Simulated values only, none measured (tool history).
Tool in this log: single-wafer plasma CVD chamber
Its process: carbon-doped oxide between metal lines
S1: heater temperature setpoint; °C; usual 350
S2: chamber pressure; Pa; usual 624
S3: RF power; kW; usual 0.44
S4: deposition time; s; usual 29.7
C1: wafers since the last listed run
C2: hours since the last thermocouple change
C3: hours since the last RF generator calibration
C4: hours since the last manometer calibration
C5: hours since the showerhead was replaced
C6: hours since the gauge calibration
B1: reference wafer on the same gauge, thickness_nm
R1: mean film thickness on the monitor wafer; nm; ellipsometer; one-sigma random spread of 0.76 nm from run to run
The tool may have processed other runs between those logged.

| run | day | S1 | S2 | S3 | S4 | C1 | C2 | C3 | C4 | C5 | C6 | B1 | R1 |
|---|---|---|---|---|---|---|---|---|---|---|---|---|---|
| 1 | 0 | 350 | 624 | 0.44 | 29.7 | 0 | 838.6 | 483.7 | 1196.6 | 6568.5 | 38.5 | 136.766 | 134.402 |
| 2 | 1.196 | 350 | 624 | 0.44 | 29.7 | 1025 | 867.3 | 512.4 | 1225.3 | 6597.2 | 67.2 | 136.76 | 135.937 |
| 3 | 2.95 | 350 | 624 | 0.44 | 29.7 | 1504 | 909.4 | 554.5 | 1267.4 | 6639.3 | 109.3 | 136.763 | 135.063 |
| 4 | 5.238 | 350 | 624 | 0.44 | 29.7 | 1962 | 964.3 | 609.4 | 1322.3 | 6694.2 | 164.2 | 137.201 | 135.631 |
| 5 | 7.338 | 350 | 624 | 0.405 | 33.6 | 1801 | 1014.7 | 659.8 | 1372.7 | 6744.6 | 214.6 | 136.776 | 142.998 |
| 6 | 9.554 | 350 | 699 | 0.385 | 29.7 | 1901 | 1067.9 | 713 | 1425.9 | 6797.8 | 267.8 | 136.865 | 123.921 |
|  | 11.279 | capacitance manometer re-zeroed and calibrated |
| 7 | 11.842 | 350 | 624 | 0.44 | 29.7 | 1676 | 1122.8 | 767.9 | 13.5 | 6852.7 | 322.7 | 137.352 | 133.637 |
| 8 | 13.238 | 350 | 624 | 0.44 | 29.7 | 1197 | 1156.3 | 801.4 | 47 | 6886.2 | 356.2 | 137.456 | 134.477 |
| 9 | 15.996 | 350 | 580 | 0.44 | 29.7 | 2366 | 1222.5 | 867.6 | 113.2 | 6952.4 | 422.4 | 137.577 | 134.107 |
| 10 | 18.3 | 335 | 624 | 0.44 | 27.4 | 1976 | 1277.8 | 922.9 | 168.5 | 7007.7 | 477.7 | 137.615 | 131.161 |
|  | 19.583 | showerhead replaced |
| 11 | 19.604 | 350 | 624 | 0.44 | 29.7 | 832 | 1309.1 | 954.2 | 199.8 | 0.5 | 509 | 137.813 | 135.118 |
|  | 21.838 | RF generator calibrated |
| 12 | 22.038 | 360 | 624 | 0.44 | 29.7 | 1801 | 1367.5 | 4.8 | 258.2 | 58.9 | 567.4 | 138.015 | 132.293 |
| 13 | 24.646 | 350 | 624 | 0.39 | 29.7 | 2237 | 1430.1 | 67.4 | 320.8 | 121.5 | 630 | 138.366 | 123.644 |
| 14 | 27.054 | 350 | 624 | 0.44 | 25 | 2066 | 1487.9 | 125.2 | 378.6 | 179.3 | 687.8 | 138.243 | 115.228 |
| 15 | 29.067 | 341 | 712 | 0.44 | 29.7 | 1726 | 1536.2 | 173.5 | 426.9 | 227.6 | 736.1 | 138.263 | 143.339 |
| 16 | 31.179 | 359 | 624 | 0.485 | 35.4 | 1812 | 1586.9 | 224.2 | 477.6 | 278.3 | 786.8 | 138.471 | 167.809 |
|  | 32.129 | thermocouple changed; heater temperature recalibrated |
| 17 | 32.558 | 355 | 624 | 0.44 | 29.7 | 897 | 10.3 | 257.3 | 510.7 | 311.4 | 819.9 | 138.654 | 134.366 |
| 18 | 33.575 | 350 | 624 | 0.44 | 29.7 | 872 | 34.7 | 281.7 | 535.1 | 335.8 | 844.3 | 138.97 | 137.126 |
| 19 | 35.212 | 350 | 624 | 0.44 | 29.7 | 1404 | 74 | 321 | 574.4 | 375.1 | 883.6 | 138.673 | 134.867 |
| 20 | 38.129 | 342 | 768 | 0.485 | 26.7 | 2502 | 144 | 391 | 644.4 | 445.1 | 953.6 | 139.117 | 138.732 |

Expected results for the next run?
| 21 | 40.088 | 350 | 624 | 0.44 | 29.7 | 1680 | 191 | 438 | 691.4 | 492.1 | 1000.6 | ? | ? |

B1: 138.832
R1: 136.506 nm
On a tool with no hidden condition, and with the same random variation, this run would have come out at R1 134.472 nm.
